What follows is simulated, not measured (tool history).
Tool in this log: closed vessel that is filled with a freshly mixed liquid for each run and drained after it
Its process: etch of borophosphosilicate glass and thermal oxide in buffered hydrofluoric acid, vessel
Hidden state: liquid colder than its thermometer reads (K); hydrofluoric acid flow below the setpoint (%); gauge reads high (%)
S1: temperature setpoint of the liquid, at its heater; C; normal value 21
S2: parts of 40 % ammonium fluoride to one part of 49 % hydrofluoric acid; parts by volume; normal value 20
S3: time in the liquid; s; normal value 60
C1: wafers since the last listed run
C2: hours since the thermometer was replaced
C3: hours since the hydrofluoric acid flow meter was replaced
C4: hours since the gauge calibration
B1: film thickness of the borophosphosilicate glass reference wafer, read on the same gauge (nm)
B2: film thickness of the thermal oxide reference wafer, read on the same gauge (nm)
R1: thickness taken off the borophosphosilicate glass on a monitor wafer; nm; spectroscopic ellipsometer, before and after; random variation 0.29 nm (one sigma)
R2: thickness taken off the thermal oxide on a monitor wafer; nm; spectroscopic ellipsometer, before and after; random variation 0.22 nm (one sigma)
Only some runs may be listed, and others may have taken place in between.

run 1 hour=0 | S1=21 S2=20 S3=60 | C1=0 C2=551 C3=53.6 C4=513.9 | B1=49.96 B2=140.01 | R1=77.63 R2=27.76
run 2 hour=42 | S1=21 S2=20 S3=60 | C1=3953 C2=593 C3=95.6 C4=555.9 | B1=50 B2=140.01 | R1=76.87 R2=27.77
run 3 hour=83.6 | S1=21 S2=20 S3=60 | C1=3916 C2=634.6 C3=137.2 C4=597.5 | B1=50.01 B2=140.02 | R1=76.28 R2=27.81
run 4 hour=120.6 | S1=21 S2=20 S3=60 | C1=3483 C2=671.6 C3=174.2 C4=634.5 | B1=50 B2=139.96 | R1=76.91 R2=27.68
run 5 hour=156.4 | S1=21 S2=20 S3=60 | C1=3370 C2=707.4 C3=210 C4=670.3 | B1=49.99 B2=139.98 | R1=76.26 R2=27.27
run 6 hour=187.8 | S1=21 S2=20 S3=60 | C1=2955 C2=738.8 C3=241.4 C4=701.7 | B1=49.99 B2=140 | R1=76.05 R2=27.27
run 7 hour=212 | S1=22.5 S2=20 S3=60 | C1=2278 C2=763 C3=265.6 C4=725.9 | B1=49.97 B2=140 | R1=82.61 R2=29.54
run 8 hour=245.6 | S1=22.5 S2=20 S3=60 | C1=3163 C2=796.6 C3=299.2 C4=759.5 | B1=50.04 B2=139.98 | R1=82.37 R2=29.51
run 9 hour=278 | S1=21 S2=16 S3=60 | C1=3050 C2=829 C3=331.6 C4=791.9 | B1=50.02 B2=140.01 | R1=93.74 R2=33.24
run 10 hour=321.7 | S1=21 S2=26 S3=60 | C1=4113 C2=872.7 C3=375.3 C4=835.6 | B1=50.02 B2=140 | R1=62.84 R2=22.49
run 11 hour=351 | S1=18.5 S2=14 S3=40 | C1=2758 C2=902 C3=404.6 C4=864.9 | B1=50.02 B2=140.02 | R1=61.53 R2=21.99
run 12 hour=416.7 | S1=21 S2=23 S3=60 | C1=6184 C2=967.7 C3=470.3 C4=930.6 | B1=50.01 B2=140 | R1=68.12 R2=24.66
run 13 hour=465.6 | S1=21 S2=20 S3=60 | C1=4603 C2=1016.6 C3=519.2 C4=979.5 | B1=50.01 B2=139.99 | R1=74.5 R2=26.73
-- hour=518.5 thermometer replaced
-- hour=537.9 hydrofluoric acid flow meter replaced
run 14 hour=654.5 | S1=21 S2=20 S3=60 | C1=17594 C2=136 C3=116.6 C4=1168.4 | B1=50.03 B2=140.01 | R1=77.49 R2=27.86
run 15 hour=707 | S1=18.5 S2=24.5 S3=60 | C1=4942 C2=188.5 C3=169.1 C4=1220.9 | B1=49.99 B2=140 | R1=57.91 R2=21.02
-- hour=718.7 gauge calibrated
run 16 hour=738.6 | S1=17 S2=23.5 S3=85 | C1=2974 C2=220.1 C3=200.7 C4=19.9 | B1=50.02 B2=140.02 | R1=77.42 R2=27.39
run 17 hour=780.3 | S1=22.5 S2=26.5 S3=90 | C1=3925 C2=261.8 C3=242.4 C4=61.6 | B1=50 B2=139.97 | R1=101.87 R2=37.2
run 18 hour=852.4 | S1=21 S2=20 S3=45 | C1=6787 C2=333.9 C3=314.5 C4=133.7 | B1=49.99 B2=140.01 | R1=56.8 R2=20.63
run 19 hour=920.5 | S1=24 S2=14.5 S3=70 | C1=6410 C2=402 C3=382.6 C4=201.8 | B1=50.01 B2=139.97 | R1=141.36 R2=50.05
run 20 hour=961.1 | S1=21 S2=20 S3=60 | C1=3822 C2=442.6 C3=423.2 C4=242.4 | B1=50.01 B2=139.97 | R1=75.65 R2=26.9
run 21 hour=988.2 | S1=21 S2=12 S3=30 | C1=2551 C2=469.7 C3=450.3 C4=269.5 | B1=49.98 B2=139.97 | R1=61.2 R2=22.17

Entry by entry between the runs, the difference in hidden state between the last listed run before and the first listed run after:
After run 13, before run 14: thermometer replaced (hour 518.5); hydrofluoric acid flow meter replaced (hour 537.9)
  hydrofluoric acid flow below the setpoint (%): 5.32 -> 1.25
  measured value less the no-hidden-state value, R1: -2.87 -> -0.68 nm; R2: -1.03 -> -0.24 nm
After run 15, before run 16: gauge calibrated (hour 718.7)
  hydrofluoric acid flow below the setpoint (%): 1.78 -> 2.1
  measured value less the no-hidden-state value, R1: -0.72 -> -1.15 nm; R2: -0.26 -> -0.41 nm
